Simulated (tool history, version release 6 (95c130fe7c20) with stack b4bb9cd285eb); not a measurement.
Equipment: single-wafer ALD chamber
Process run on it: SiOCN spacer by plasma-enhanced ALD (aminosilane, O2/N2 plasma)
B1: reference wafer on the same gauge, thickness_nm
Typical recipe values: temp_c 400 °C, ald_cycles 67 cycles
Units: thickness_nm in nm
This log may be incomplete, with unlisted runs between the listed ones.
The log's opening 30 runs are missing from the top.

run 31 day=18.446 | temp_c=410 ald_cycles=75 | B1=3.982 | thickness_nm=4.486
run 32 day=18.733 | temp_c=395 ald_cycles=76 | B1=3.975 | thickness_nm=4.653
run 33 day=19.417 | temp_c=404 ald_cycles=61 | B1=3.980 | thickness_nm=3.714
run 34 day=20.062 | temp_c=393 ald_cycles=63 | B1=3.976 | thickness_nm=3.877
run 35 day=20.475 | temp_c=404 ald_cycles=78 | B1=3.974 | thickness_nm=4.715
run 36 day=21.000 | temp_c=392 ald_cycles=79 | B1=3.980 | thickness_nm=4.842
run 37 day=21.267 | temp_c=400 ald_cycles=67 | B1=3.974 | thickness_nm=4.113
run 38 day=21.817 | temp_c=413 ald_cycles=54 | B1=3.966 | thickness_nm=3.196
run 39 day=22.433 | temp_c=391 ald_cycles=78 | B1=3.968 | thickness_nm=4.766

4 ways to go on from here, each from the tool as it stands after run 39. What would each give?
run A day=22.454 | temp_c=390 ald_cycles=67 | B1=? | thickness_nm=?
run B day=22.454 | temp_c=394 ald_cycles=67 | B1=? | thickness_nm=?
run C day=22.454 | temp_c=387 ald_cycles=54 | B1=? | thickness_nm=?
run D day=22.454 | temp_c=388 ald_cycles=63 | B1=? | thickness_nm=?

run=A B1=3.973 thickness_nm=4.113
run=B B1=3.973 thickness_nm=4.113
run=C B1=3.973 thickness_nm=3.315
run=D B1=3.973 thickness_nm=3.867
Without the tool's hidden state the same runs would have given:
run=A thickness_nm=4.156
run=B thickness_nm=4.156
run=C thickness_nm=3.350
run=D thickness_nm=3.908
